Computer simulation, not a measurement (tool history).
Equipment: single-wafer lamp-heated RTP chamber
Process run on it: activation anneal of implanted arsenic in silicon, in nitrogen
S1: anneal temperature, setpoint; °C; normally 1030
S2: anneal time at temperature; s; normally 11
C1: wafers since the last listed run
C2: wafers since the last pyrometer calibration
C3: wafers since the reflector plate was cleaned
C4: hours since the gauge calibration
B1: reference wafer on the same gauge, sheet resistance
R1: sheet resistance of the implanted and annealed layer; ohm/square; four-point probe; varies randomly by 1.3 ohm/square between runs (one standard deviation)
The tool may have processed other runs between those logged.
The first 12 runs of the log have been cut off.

{"run": 13, "hour": 727.5, "S1": 1030, "S2": 11, "C1": 1283, "C2": 6622, "C3": 9618, "C4": 1666.7, "B1": 578.84, "R1": 538.63}
{"hour": 795.9, "done": "reflector plate cleaned"}
{"hour": 808.4, "done": "gauge calibrated"}
{"hour": 809.4, "done": "pyrometer window cleaned and pyrometer calibrated"}
{"run": 14, "hour": 892.5, "S1": 1030, "S2": 11, "C1": 2906, "C2": 1621, "C3": 1728, "C4": 84.1, "B1": 579.02, "R1": 541.67}
{"run": 15, "hour": 924.9, "S1": 1030, "S2": 11, "C1": 631, "C2": 2253, "C3": 2360, "C4": 116.5, "B1": 579.21, "R1": 539.63}
{"run": 16, "hour": 949.4, "S1": 1030, "S2": 11, "C1": 477, "C2": 2731, "C3": 2837, "C4": 141, "B1": 579.01, "R1": 540.68}
{"run": 17, "hour": 993.8, "S1": 1030, "S2": 11, "C1": 866, "C2": 3597, "C3": 3703, "C4": 185.4, "B1": 578.87, "R1": 539.58}
{"run": 18, "hour": 1047.1, "S1": 1030, "S2": 11, "C1": 1039, "C2": 4636, "C3": 4743, "C4": 238.7, "B1": 578.96, "R1": 538.13}
{"run": 19, "hour": 1099.5, "S1": 1001, "S2": 6, "C1": 1022, "C2": 5659, "C3": 5765, "C4": 291.1, "B1": 579.13, "R1": 563.52}
{"run": 20, "hour": 1168.0, "S1": 1030, "S2": 11, "C1": 1336, "C2": 6995, "C3": 7101, "C4": 359.6, "B1": 579.26, "R1": 539.9}
{"hour": 1204.0, "done": "pyrometer window cleaned and pyrometer calibrated"}
{"run": 21, "hour": 1238.7, "S1": 1049, "S2": 11, "C1": 1223, "C2": 677, "C3": 8324, "C4": 430.3, "B1": 579.09, "R1": 532.26}
{"run": 22, "hour": 1287.3, "S1": 1020, "S2": 11, "C1": 947, "C2": 1625, "C3": 9272, "C4": 478.9, "B1": 579.12, "R1": 547.35}
{"run": 23, "hour": 1320.2, "S1": 1030, "S2": 11, "C1": 641, "C2": 2267, "C3": 9914, "C4": 511.8, "B1": 579.15, "R1": 539.73}
{"run": 24, "hour": 1379.6, "S1": 1030, "S2": 5, "C1": 1158, "C2": 3426, "C3": 11073, "C4": 571.2, "B1": 578.72, "R1": 556.63}
{"run": 25, "hour": 1442.7, "S1": 1020, "S2": 11, "C1": 1230, "C2": 4656, "C3": 12304, "C4": 634.3, "B1": 579.01, "R1": 542.23}
{"hour": 1502.3, "done": "reflector plate cleaned"}
{"run": 26, "hour": 1513.0, "S1": 1016, "S2": 7, "C1": 1215, "C2": 5872, "C3": 207, "C4": 704.6, "B1": 578.95, "R1": 553.94}
{"hour": 1590.8, "done": "pyrometer window cleaned and pyrometer calibrated"}
{"run": 27, "hour": 1697.8, "S1": 1020, "S2": 14, "C1": 3448, "C2": 2086, "C3": 3656, "C4": 889.4, "B1": 578.88, "R1": 542.02}
{"run": 28, "hour": 1754.6, "S1": 1030, "S2": 6, "C1": 1107, "C2": 3194, "C3": 4764, "C4": 946.2, "B1": 579.09, "R1": 551.91}
{"run": 29, "hour": 1821.4, "S1": 1030, "S2": 11, "C1": 1302, "C2": 4497, "C3": 6067, "C4": 1013, "B1": 578.85, "R1": 538.39}
{"run": 30, "hour": 1851.0, "S1": 1030, "S2": 11, "C1": 577, "C2": 5074, "C3": 6644, "C4": 1042.6, "B1": 578.9, "R1": 539.65}
{"run": 31, "hour": 1890.8, "S1": 1055, "S2": 11, "C1": 776, "C2": 5850, "C3": 7421, "C4": 1082.4, "B1": 579.18, "R1": 527.14}

Predict the results of run 32:
{"run": 32, "hour": 1923.9, "S1": 1057, "S2": 16, "C1": 645, "C2": 6496, "C3": 8066, "C4": 1115.5, "B1": "?", "R1": "?"}

B1: 579.1
R1: 511.56 ohm/square
With no hidden state in the tool, this same run would have given R1 518.17 ohm/square.
